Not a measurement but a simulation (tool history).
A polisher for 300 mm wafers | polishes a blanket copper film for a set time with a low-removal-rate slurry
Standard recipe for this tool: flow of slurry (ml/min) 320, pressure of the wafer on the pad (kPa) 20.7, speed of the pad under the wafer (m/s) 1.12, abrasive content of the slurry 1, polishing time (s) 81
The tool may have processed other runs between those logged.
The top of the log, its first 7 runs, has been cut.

run,hour,flow of slurry (ml/min),pressure of the wafer on the pad (kPa),speed of the pad under the wafer (m/s),abrasive content of the slurry,polishing time (s),wafers since the last listed run,wafers polished on this pad,hours since the slurry nozzle was cleaned,hours since the head pressure was calibrated,hours since the slurry blender was calibrated,"incoming thickness of the incoming film, nm",film removed (nm)
8,163.9,320,20.7,1.12,1,81,144,1113,184.9,1032.4,191.3,1201.9,330.5
# hour 194.1: slurry blender recalibrated
9,198.2,320,20.7,1.12,1,81,365,1479,219.2,1066.7,4.1,1204.9,327.8
# hour 251.8: worn pad replaced by a new one
10,255.1,320,20.7,1.12,1,81,598,37,276.1,1123.6,61,1207.7,327.3
11,276.6,320,20.7,1.12,1,81,243,281,297.6,1145.1,82.5,1212.3,326.4
12,303.2,320,20.7,1.12,1,81,301,582,324.2,1171.7,109.1,1201.1,328.6
13,317.3,285,20.7,1.44,1,81,159,741,338.3,1185.8,123.2,1204.9,416.9
14,335.9,290,20.7,1.12,0.9,71,210,952,356.9,1204.4,141.8,1181.6,282.3
# hour 386.5: slurry blender recalibrated
# hour 423.2: worn pad replaced by a new one
15,423.7,415,20.7,1.12,1,81,925,5,444.7,1292.2,37.2,1196.7,336.7
16,450.2,285,20.7,1.12,1,107,299,305,471.2,1318.7,63.7,1183.6,432
17,472.7,320,20.7,0.98,1.2,81,254,560,493.7,1341.2,86.2,1207,296.9
18,501.5,320,20.7,1.12,1,81,325,886,522.5,1370,115,1214.2,328.1
# hour 509: head pressure recalibrated
19,526.4,320,20.7,1.24,1,96,259,1145,547.4,17.4,139.9,1176.4,427.3
# hour 538: slurry nozzle cleaned
20,550.7,250,20.7,0.94,1.25,66,263,1408,12.7,41.7,164.2,1205.8,229.9
21,577.7,320,20.7,1.12,1,81,305,1714,39.7,68.7,191.2,1204.9,328.9
22,590.8,260,20.7,0.88,1.25,81,148,1862,52.8,81.8,204.3,1216.1,263.6
# hour 600.1: slurry blender recalibrated
23,607.5,225,20.7,1.12,1,81,166,2029,69.5,98.5,7.4,1212.2,314.8
# hour 628.2: worn pad replaced by a new one
24,633.4,320,22.8,1.12,1,94,247,58,95.4,124.4,33.3,1192.7,421.9
25,648.5,320,20.7,1.12,1,81,170,229,110.5,139.5,48.4,1213.4,327.2
26,667,320,20.7,1.12,0.9,81,209,438,129,158,66.9,1194.8,324.3
27,688.5,320,26.2,1.28,1,81,243,682,150.5,179.5,88.4,1212.4,478.4
28,708.2,320,26.2,1.12,1,81,222,905,170.2,199.2,108.1,1211.8,416.9
29,725.7,395,13.8,1.12,0.75,66,198,1103,187.7,216.7,125.6,1221.6,174.4
30,741.6,320,20.7,1.12,1.3,81,179,1283,203.6,232.6,141.5,1198.9,340.8

What if the next run were any one of these 4? Each begins from the tool's condition after run 30:
A,742.1,320,20.7,1.12,1,81,5,1288,204.1,233.1,142,1194.5,?
B,742.1,320,20.7,1.12,1,97,5,1288,204.1,233.1,142,1194.5,?
C,742.1,350,20.7,0.84,0.9,81,5,1288,204.1,233.1,142,1194.5,?
D,742.1,320,17.2,0.9,1,81,5,1288,204.1,233.1,142,1194.5,?

run,film removed (nm)
A,329.6
B,394.7
C,246.7
D,221.9
Stripped of hidden state, with their random variation kept, the same runs would have yielded:
run,film removed (nm)
A,329.6
B,394.7
C,246.7
D,221.9
